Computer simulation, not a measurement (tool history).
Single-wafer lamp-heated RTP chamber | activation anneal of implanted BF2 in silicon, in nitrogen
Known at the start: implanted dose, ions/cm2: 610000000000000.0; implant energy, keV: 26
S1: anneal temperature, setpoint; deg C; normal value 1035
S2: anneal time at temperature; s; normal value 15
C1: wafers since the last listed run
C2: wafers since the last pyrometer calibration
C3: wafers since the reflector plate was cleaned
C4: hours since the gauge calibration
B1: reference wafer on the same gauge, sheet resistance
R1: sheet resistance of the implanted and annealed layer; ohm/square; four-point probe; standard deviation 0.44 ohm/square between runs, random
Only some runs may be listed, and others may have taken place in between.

Run 1, day 0: usual settings but S1 1017 deg C; C1 0; C2 3679; C3 516; C4 745; B1 177.95. Result: R1 219.35 ohm/square.
Run 2, day 1.667: usual settings but S1 1017 deg C; C1 350; C2 4030; C3 867; C4 785; B1 177.98. Result: R1 219.33 ohm/square.
At day 3.783: pyrometer window cleaned and pyrometer calibrated.
Run 3, day 4.388: usual settings but S2 20 s; C1 502; C2 126; C3 1369; C4 850.3; B1 178. Result: R1 211.54 ohm/square.
Run 4, day 5.604: usual settings but S2 20 s; C1 256; C2 382; C3 1626; C4 879.5; B1 177.83. Result: R1 211.41 ohm/square.
Run 5, day 8.208: usual settings but S1 1014 deg C; C1 548; C2 931; C3 2174; C4 942; B1 178. Result: R1 219.72 ohm/square.
Run 6, day 10.496: usual settings but S2 12 s; C1 481; C2 1412; C3 2655; C4 996.9; B1 177.93. Result: R1 214.98 ohm/square.
At day 12.075: reflector plate cleaned.
Run 7, day 12.742: usual settings but S2 10 s; C1 402; C2 1815; C3 140; C4 1050.8; B1 178.05. Result: R1 214.7 ohm/square.
Run 8, day 15.446: usual settings; C1 569; C2 2384; C3 709; C4 1115.7; B1 177.83. Result: R1 212.12 ohm/square.
Run 9, day 16.829: usual settings but S1 1046 deg C; C1 291; C2 2675; C3 1000; C4 1148.9; B1 177.9. Result: R1 210.28 ohm/square.
Run 10, day 17.9: usual settings but S1 1046 deg C; C1 225; C2 2900; C3 1225; C4 1174.6; B1 177.93. Result: R1 209.96 ohm/square.
At day 19.292: gauge calibrated.
Run 11, day 20.067: usual settings; C1 456; C2 3356; C3 1682; C4 18.6; B1 178.03. Result: R1 211.78 ohm/square.
At day 22.367: pyrometer window cleaned and pyrometer calibrated.
Run 12, day 22.471: usual settings; C1 435; C2 21; C3 2117; C4 76.3; B1 178.03. Result: R1 212.15 ohm/square.
Run 13, day 24.058: usual settings; C1 334; C2 356; C3 2452; C4 114.4; B1 178.04. Result: R1 212.37 ohm/square.
Run 14, day 27.058: usual settings; C1 631; C2 987; C3 3083; C4 186.4; B1 177.85. Result: R1 211.36 ohm/square.
Run 15, day 28.521: usual settings but S1 1053 deg C; C1 307; C2 1295; C3 3391; C4 221.5; B1 178.02. Result: R1 208.3 ohm/square.
At day 29.821: reflector plate cleaned, repeated, since the last time left the tool worse.
Run 16, day 30.325: usual settings but S1 1053 deg C; C1 309; C2 1605; C3 106; C4 264.8; B1 177.87. Result: R1 210.64 ohm/square.
Run 17, day 32.188: usual settings but S1 1005 deg C, S2 20 s; C1 392; C2 1997; C3 498; C4 309.5; B1 178.03. Result: R1 221.76 ohm/square.

Predict the results of run 18:
Run 18, day 33.375: usual settings; C1 249; C2 2247; C3 748; C4 338; B1 ?. Result: R1 ?.

B1: 177.91
R1: 213.98 ohm/square
With the hidden condition absent and the run-to-run variation left alone, this run would have shown R1 214.3 ohm/square.
